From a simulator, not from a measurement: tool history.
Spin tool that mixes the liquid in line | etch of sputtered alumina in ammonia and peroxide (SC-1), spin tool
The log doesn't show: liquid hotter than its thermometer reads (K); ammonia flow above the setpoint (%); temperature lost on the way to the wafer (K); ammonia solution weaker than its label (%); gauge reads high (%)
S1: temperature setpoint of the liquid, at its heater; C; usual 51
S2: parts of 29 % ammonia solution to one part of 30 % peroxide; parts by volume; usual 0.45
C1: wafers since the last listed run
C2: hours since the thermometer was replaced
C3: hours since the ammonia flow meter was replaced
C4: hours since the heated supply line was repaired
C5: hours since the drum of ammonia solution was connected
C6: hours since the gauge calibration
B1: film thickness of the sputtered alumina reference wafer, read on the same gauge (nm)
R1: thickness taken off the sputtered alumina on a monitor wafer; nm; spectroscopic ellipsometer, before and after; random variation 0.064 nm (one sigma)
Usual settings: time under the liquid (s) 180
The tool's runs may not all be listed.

run 1 hour=0 | S1=57 S2=0.3 time_under_the_liquid_(s)=180 | C1=0 C2=1252.8 C3=1379 C4=1551.6 C5=21.6 C6=534.2 | B1=30.01 | R1=12.44
run 2 hour=6.1 | S1=57 S2=0.3 time_under_the_liquid_(s)=180 | C1=56 C2=1258.9 C3=1385.1 C4=1557.7 C5=27.7 C6=540.3 | B1=29.99 | R1=12.68
-- hour=19.7 thermometer replaced
run 3 hour=20.4 | S1=58.5 S2=0.45 time_under_the_liquid_(s)=180 | C1=122 C2=0.7 C3=1399.4 C4=1572 C5=42 C6=554.6 | B1=30.01 | R1=14.14
-- hour=27.6 heated supply line repaired
-- hour=30.8 ammonia flow meter replaced
run 4 hour=35.6 | S1=51 S2=0.3 time_under_the_liquid_(s)=80 | C1=121 C2=15.9 C3=4.8 C4=8 C5=57.2 C6=569.8 | B1=29.99 | R1=4.05
run 5 hour=52.3 | S1=57 S2=0.45 time_under_the_liquid_(s)=150 | C1=154 C2=32.6 C3=21.5 C4=24.7 C5=73.9 C6=586.5 | B1=29.98 | R1=10.84
-- hour=57.8 gauge calibrated
run 6 hour=62.7 | S1=57 S2=0.45 time_under_the_liquid_(s)=150 | C1=96 C2=43 C3=31.9 C4=35.1 C5=84.3 C6=4.9 | B1=30 | R1=10.91
run 7 hour=74.5 | S1=51 S2=0.45 time_under_the_liquid_(s)=180 | C1=108 C2=54.8 C3=43.7 C4=46.9 C5=96.1 C6=16.7 | B1=30.02 | R1=9.41
run 8 hour=81.2 | S1=44.5 S2=0.5 time_under_the_liquid_(s)=270 | C1=61 C2=61.5 C3=50.4 C4=53.6 C5=102.8 C6=23.4 | B1=30 | R1=9.99
run 9 hour=90.2 | S1=56 S2=0.3 time_under_the_liquid_(s)=255 | C1=83 C2=70.5 C3=59.4 C4=62.6 C5=111.8 C6=32.4 | B1=29.97 | R1=16.81
run 10 hour=99.1 | S1=45 S2=0.45 time_under_the_liquid_(s)=180 | C1=82 C2=79.4 C3=68.3 C4=71.5 C5=120.7 C6=41.3 | B1=30.01 | R1=6.77
run 11 hour=107.6 | S1=51 S2=0.35 time_under_the_liquid_(s)=180 | C1=78 C2=87.9 C3=76.8 C4=80 C5=129.2 C6=49.8 | B1=29.99 | R1=9.25
run 12 hour=117.7 | S1=51 S2=0.45 time_under_the_liquid_(s)=180 | C1=93 C2=98 C3=86.9 C4=90.1 C5=139.3 C6=59.9 | B1=30.02 | R1=9.5
run 13 hour=129.4 | S1=51 S2=0.45 time_under_the_liquid_(s)=260 | C1=108 C2=109.7 C3=98.6 C4=101.8 C5=151 C6=71.6 | B1=30.01 | R1=13.71
run 14 hour=137 | S1=51 S2=0.35 time_under_the_liquid_(s)=235 | C1=70 C2=117.3 C3=106.2 C4=109.4 C5=158.6 C6=79.2 | B1=30 | R1=12.03
run 15 hour=150.5 | S1=53.5 S2=0.55 time_under_the_liquid_(s)=120 | C1=124 C2=130.8 C3=119.7 C4=122.9 C5=172.1 C6=92.7 | B1=29.99 | R1=7.38
run 16 hour=157 | S1=51 S2=0.3 time_under_the_liquid_(s)=180 | C1=60 C2=137.3 C3=126.2 C4=129.4 C5=178.6 C6=99.2 | B1=30.01 | R1=9.08
run 17 hour=163.6 | S1=51 S2=0.6 time_under_the_liquid_(s)=180 | C1=60 C2=143.9 C3=132.8 C4=136 C5=185.2 C6=105.8 | B1=30 | R1=9.71
run 18 hour=181.1 | S1=54.5 S2=0.45 time_under_the_liquid_(s)=180 | C1=161 C2=161.4 C3=150.3 C4=153.5 C5=202.7 C6=123.3 | B1=29.98 | R1=11.47
run 19 hour=188.3 | S1=43.5 S2=0.45 time_under_the_liquid_(s)=240 | C1=66 C2=168.6 C3=157.5 C4=160.7 C5=209.9 C6=130.5 | B1=30.02 | R1=8.28
run 20 hour=202.7 | S1=51 S2=0.45 time_under_the_liquid_(s)=180 | C1=133 C2=183 C3=171.9 C4=175.1 C5=224.3 C6=144.9 | B1=29.98 | R1=9.44
run 21 hour=218.6 | S1=47.5 S2=0.45 time_under_the_liquid_(s)=90 | C1=146 C2=198.9 C3=187.8 C4=191 C5=240.2 C6=160.8 | B1=29.98 | R1=3.91
run 22 hour=235.6 | S1=43 S2=0.4 time_under_the_liquid_(s)=180 | C1=157 C2=215.9 C3=204.8 C4=208 C5=257.2 C6=177.8 | B1=30.01 | R1=6.04
run 23 hour=242.2 | S1=51 S2=0.45 time_under_the_liquid_(s)=180 | C1=60 C2=222.5 C3=211.4 C4=214.6 C5=263.8 C6=184.4 | B1=30 | R1=9.46
run 24 hour=252 | S1=51 S2=0.45 time_under_the_liquid_(s)=90 | C1=90 C2=232.3 C3=221.2 C4=224.4 C5=273.6 C6=194.2 | B1=29.98 | R1=4.7

How the hidden state differs across the entries between the runs, from the last listed run before each to the first after it:
Between runs 2 and 3: thermometer replaced (hour 19.7)
  no hidden state differs between the two runs
Between runs 3 and 4: heated supply line repaired (hour 27.6); ammonia flow meter replaced (hour 30.8)
  no hidden state differs between the two runs
Between runs 5 and 6: gauge calibrated (hour 57.8)
  no hidden state differs between the two runs

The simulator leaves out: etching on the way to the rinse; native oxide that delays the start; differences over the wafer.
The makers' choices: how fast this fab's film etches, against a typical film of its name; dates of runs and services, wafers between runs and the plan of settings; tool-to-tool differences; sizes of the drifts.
